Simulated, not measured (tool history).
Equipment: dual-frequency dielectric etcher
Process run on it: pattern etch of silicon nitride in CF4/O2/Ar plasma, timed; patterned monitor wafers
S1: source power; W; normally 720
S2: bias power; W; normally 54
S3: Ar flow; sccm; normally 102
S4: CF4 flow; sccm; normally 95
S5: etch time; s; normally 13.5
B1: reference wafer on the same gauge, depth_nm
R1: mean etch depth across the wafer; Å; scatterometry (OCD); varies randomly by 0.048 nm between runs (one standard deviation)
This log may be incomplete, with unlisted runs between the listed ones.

{"run": 1, "hour": 0.0, "S1": 720, "S2": 54, "S3": 102, "S4": 95, "S5": 13.5, "B1": 29.5, "R1": 320.3}
{"run": 2, "hour": 9.6, "S1": 900, "S2": 54, "S3": 102, "S4": 95, "S5": 13.5, "B1": 29.5, "R1": 378}
{"run": 3, "hour": 19.9, "S1": 720, "S2": 54, "S3": 111, "S4": 95, "S5": 16, "B1": 29.5, "R1": 375.7}
{"run": 4, "hour": 32.9, "S1": 570, "S2": 67, "S3": 116, "S4": 115, "S5": 13.5, "B1": 29.5, "R1": 302}
{"run": 5, "hour": 68.3, "S1": 720, "S2": 54, "S3": 114, "S4": 95, "S5": 13.5, "B1": 29.5, "R1": 313.2}
{"run": 6, "hour": 68.6, "S1": 720, "S2": 54, "S3": 76, "S4": 95, "S5": 13.5, "B1": 29.5, "R1": 329.1}
{"run": 7, "hour": 80.4, "S1": 720, "S2": 63, "S3": 102, "S4": 115, "S5": 13.5, "B1": 29.5, "R1": 347.6}
{"run": 8, "hour": 98.0, "S1": 580, "S2": 54, "S3": 102, "S4": 74, "S5": 13.5, "B1": 29.5, "R1": 264.2}
{"run": 9, "hour": 135.8, "S1": 840, "S2": 43, "S3": 102, "S4": 95, "S5": 13.5, "B1": 29.5, "R1": 320.7}
{"run": 10, "hour": 136.2, "S1": 720, "S2": 42, "S3": 92, "S4": 110, "S5": 15.5, "B1": 29.51, "R1": 337.9}
{"run": 11, "hour": 145.7, "S1": 720, "S2": 46, "S3": 102, "S4": 80, "S5": 13.5, "B1": 29.5, "R1": 288.7}
{"run": 12, "hour": 162.0, "S1": 540, "S2": 44, "S3": 102, "S4": 84, "S5": 12, "B1": 29.5, "R1": 206.2}
{"run": 13, "hour": 170.6, "S1": 720, "S2": 54, "S3": 102, "S4": 95, "S5": 13.5, "B1": 29.5, "R1": 318}
{"run": 14, "hour": 176.8, "S1": 720, "S2": 54, "S3": 102, "S4": 95, "S5": 13.5, "B1": 29.5, "R1": 317.2}
{"run": 15, "hour": 185.6, "S1": 720, "S2": 54, "S3": 102, "S4": 95, "S5": 13.5, "B1": 29.5, "R1": 317.9}
{"run": 16, "hour": 202.2, "S1": 820, "S2": 49, "S3": 102, "S4": 95, "S5": 13.5, "B1": 29.5, "R1": 334.5}
{"run": 17, "hour": 219.4, "S1": 660, "S2": 54, "S3": 102, "S4": 95, "S5": 10, "B1": 29.5, "R1": 220.8}
{"run": 18, "hour": 230.0, "S1": 560, "S2": 54, "S3": 123, "S4": 107, "S5": 11.5, "B1": 29.5, "R1": 224.2}
{"run": 19, "hour": 244.8, "S1": 720, "S2": 54, "S3": 102, "S4": 87, "S5": 13.5, "B1": 29.5, "R1": 313.3}
{"run": 20, "hour": 257.3, "S1": 720, "S2": 62, "S3": 102, "S4": 85, "S5": 13.5, "B1": 29.51, "R1": 334}
{"run": 21, "hour": 268.4, "S1": 720, "S2": 66, "S3": 119, "S4": 95, "S5": 13.5, "B1": 29.5, "R1": 340.9}
{"run": 22, "hour": 285.3, "S1": 720, "S2": 54, "S3": 102, "S4": 95, "S5": 13.5, "B1": 29.5, "R1": 316.6}

Put back what was entered between runs (3 entries, withheld): which listed runs does each sit between, and how does the hidden state differ from the listed run before to the listed run after?
From run 4 to run 5: wet clean of the chamber (hour 67.8)
  etch rate over this chamber's usual, %: 0.754 -> -0.0207; source power that arrives over what is set, %: 0.33 -> 0.196
  measured minus no-state result, R1: +2.9 -> +0.4 Å
From run 8 to run 9: bias power generator calibrated (hour 125.8); upper electrode replaced (hour 135.3)
  etch rate over this chamber's usual, %: 0.0268 -> 0.0872; source power that arrives over what is set, %: 0.0858 -> -0.0507
  measured minus no-state result, R1: +0.3 -> +0.2 Å
